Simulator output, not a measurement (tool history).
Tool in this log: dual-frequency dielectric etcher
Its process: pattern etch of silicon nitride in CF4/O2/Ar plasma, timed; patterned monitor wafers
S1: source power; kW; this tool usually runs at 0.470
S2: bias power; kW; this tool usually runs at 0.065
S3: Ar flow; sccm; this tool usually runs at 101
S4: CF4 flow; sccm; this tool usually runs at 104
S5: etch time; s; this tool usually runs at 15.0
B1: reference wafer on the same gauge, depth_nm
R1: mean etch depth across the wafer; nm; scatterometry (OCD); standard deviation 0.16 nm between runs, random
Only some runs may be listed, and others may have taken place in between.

run     day     S1     S2   S3   S4    S5     B1     R1
  1   0.000  0.470  0.065  101  104  15.0  24.99  26.84
  2   1.079  0.470  0.065  101   89  12.0  25.02  21.26
  3   2.146  0.470  0.065  101  123  15.0  25.00  27.38
      2.738  -- gauge calibrated
  4   2.792  0.400  0.051  108  104  13.0  24.98  18.87
  5   3.854  0.570  0.055  114  104  11.5  25.04  21.16
  6   4.458  0.470  0.051  101  126  15.0  25.00  24.76
      4.842  -- bias power generator calibrated
  7   5.567  0.470  0.065  101  104  19.5  24.99  34.26
      7.112  -- wet clean of the chamber
  8   7.133  0.470  0.059  108  129  15.0  25.04  26.85
      7.650  -- Ar flow controller replaced
  9   7.671  0.470  0.073  101  104  15.0  25.03  28.66
 10   9.096  0.470  0.060  101  104  18.5  24.99  32.29
 11  10.454  0.470  0.065  101   85  15.0  25.00  26.56
 12  11.917  0.470  0.065  109  104  15.0  24.97  26.71
 13  12.625  0.470  0.065  101  120  15.0  24.99  27.13
 14  13.304  0.550  0.072  101  104  15.0  24.98  30.91
 15  13.858  0.390  0.065  101  116  15.0  25.01  24.25
 16  14.471  0.510  0.065  101  104  15.0  24.97  28.51
 17  15.238  0.400  0.051  108  104  13.0  24.99  18.91
 18  16.283  0.470  0.076  101  122  16.0  25.04  30.55
 19  17.042  0.360  0.065   77  104  15.0  25.05  23.88
 20  17.983  0.470  0.065  101  104  15.0  24.98  26.51
 21  18.921  0.580  0.080  101  123  17.0  25.02  37.29

Consider 4 possible next runs. They are alternatives, not a sequence: every one starts from the tool as it was left by run 21. What does each give?
  A  18.938  0.470  0.065  101  104  11.5   ?   ?
  B  18.938  0.470  0.065   77  104  12.5   ?   ?
  C  18.938  0.510  0.065  101  104  18.0   ?   ?
  D  18.938  0.410  0.050  101  124  18.5   ?   ?

run     B1     R1
  A  25.00  20.22
  B  25.00  22.75
  C  25.00  33.24
  D  25.00  27.68
Without the tool's hidden state the same runs would have given:
run     R1
  A  20.86
  B  23.48
  C  34.30
  D  28.57

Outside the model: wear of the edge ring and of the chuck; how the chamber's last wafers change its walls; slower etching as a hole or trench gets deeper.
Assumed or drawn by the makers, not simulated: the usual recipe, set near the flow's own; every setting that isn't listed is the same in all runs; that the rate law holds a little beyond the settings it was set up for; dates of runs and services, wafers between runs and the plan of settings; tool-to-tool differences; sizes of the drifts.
